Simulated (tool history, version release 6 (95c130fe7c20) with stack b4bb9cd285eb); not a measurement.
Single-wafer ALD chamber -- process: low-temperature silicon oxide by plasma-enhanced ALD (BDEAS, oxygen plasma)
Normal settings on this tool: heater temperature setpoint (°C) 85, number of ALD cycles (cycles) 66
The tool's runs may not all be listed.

| run | hour | heater temperature setpoint (°C) | number of ALD cycles (cycles) | wafers since the last listed run | hours since the last thermocouple change | hours since the gauge calibration | read-back reference wafer on the same gauge, thickness_nm | mean film thickness on the monitor wafer (nm) |
|---|---|---|---|---|---|---|---|---|
| 1 | 0 | 85 | 73 | 0 | 1917.3 | 421.5 | 11.703 | 11.795 |
| 2 | 16.8 | 85 | 66 | 74 | 1934.1 | 438.3 | 11.713 | 10.652 |
| 3 | 30.5 | 85 | 66 | 60 | 1947.8 | 452 | 11.716 | 10.665 |
| 4 | 43 | 85 | 74 | 55 | 1960.3 | 464.5 | 11.686 | 11.966 |
| 5 | 56.7 | 85 | 74 | 60 | 1974 | 478.2 | 11.698 | 11.972 |
| 6 | 74 | 85 | 74 | 76 | 1991.3 | 495.5 | 11.698 | 11.968 |
| 7 | 84.3 | 85 | 66 | 45 | 2001.6 | 505.8 | 11.687 | 10.706 |
| 8 | 112.3 | 85 | 66 | 124 | 2029.6 | 533.8 | 11.686 | 10.627 |
| 9 | 123 | 85 | 66 | 47 | 2040.3 | 544.5 | 11.697 | 10.69 |
| 10 | 136.4 | 92 | 66 | 59 | 2053.7 | 557.9 | 11.693 | 10.34 |
| 11 | 165.7 | 97 | 66 | 130 | 2083 | 587.2 | 11.704 | 10.217 |
| 12 | 175.4 | 97 | 66 | 43 | 2092.7 | 596.9 | 11.715 | 10.209 |
| 13 | 181.9 | 77 | 66 | 28 | 2099.2 | 603.4 | 11.703 | 10.992 |
| 14 | 199.3 | 77 | 66 | 77 | 2116.6 | 620.8 | 11.687 | 11.007 |
| 15 | 215.1 | 85 | 66 | 70 | 2132.4 | 636.6 | 11.709 | 10.621 |
| 16 | 227.1 | 85 | 66 | 53 | 2144.4 | 648.6 | 11.713 | 10.669 |
| 17 | 237.9 | 78 | 66 | 48 | 2155.2 | 659.4 | 11.701 | 10.922 |
| 18 | 253.7 | 78 | 66 | 70 | 2171 | 675.2 | 11.707 | 10.922 |
| 19 | 260.4 | 78 | 66 | 29 | 2177.7 | 681.9 | 11.705 | 10.909 |
| 20 | 269 | 94 | 66 | 38 | 2186.3 | 690.5 | 11.681 | 10.329 |
|  | 273.9 | gauge calibrated |
| 21 | 285 | 85 | 72 | 71 | 2202.3 | 11.1 | 11.689 | 11.609 |
| 22 | 293.3 | 85 | 72 | 36 | 2210.6 | 19.4 | 11.688 | 11.606 |
| 23 | 307.3 | 85 | 66 | 62 | 2224.6 | 33.4 | 11.69 | 10.707 |
| 24 | 324.5 | 80 | 66 | 76 | 2241.8 | 50.6 | 11.701 | 10.795 |
|  | 342 | thermocouple changed; heater temperature recalibrated |
| 25 | 342.5 | 96 | 70 | 44 | 0.5 | 68.6 | 11.698 | 10.864 |
| 26 | 348.9 | 85 | 73 | 28 | 6.9 | 75 | 11.695 | 11.809 |
| 27 | 366.5 | 70 | 66 | 78 | 24.5 | 92.6 | 11.695 | 11.248 |
| 28 | 384.4 | 97 | 76 | 79 | 42.4 | 110.5 | 11.695 | 11.799 |
| 29 | 398 | 76 | 57 | 60 | 56 | 124.1 | 11.701 | 9.521 |
| 30 | 431.2 | 85 | 66 | 147 | 89.2 | 157.3 | 11.695 | 10.646 |
| 31 | 443.7 | 85 | 54 | 55 | 101.7 | 169.8 | 11.711 | 8.705 |
| 32 | 453.8 | 85 | 55 | 44 | 111.8 | 179.9 | 11.707 | 8.93 |
| 33 | 466.4 | 97 | 54 | 56 | 124.4 | 192.5 | 11.685 | 8.378 |
| 34 | 483.5 | 97 | 59 | 76 | 141.5 | 209.6 | 11.692 | 9.116 |

Predict the results of run 35:
| 35 | 500 | 85 | 66 | 73 | 158 | 226.1 | ? | ? |

{"run 35": {"read-back reference wafer on the same gauge, thickness_nm": 11.701, "mean film thickness on the monitor wafer (nm)": 10.654}}
Take away the tool's hidden state, keep the run-to-run variation as it was, and the same run would have given mean film thickness on the monitor wafer (nm) 10.654.
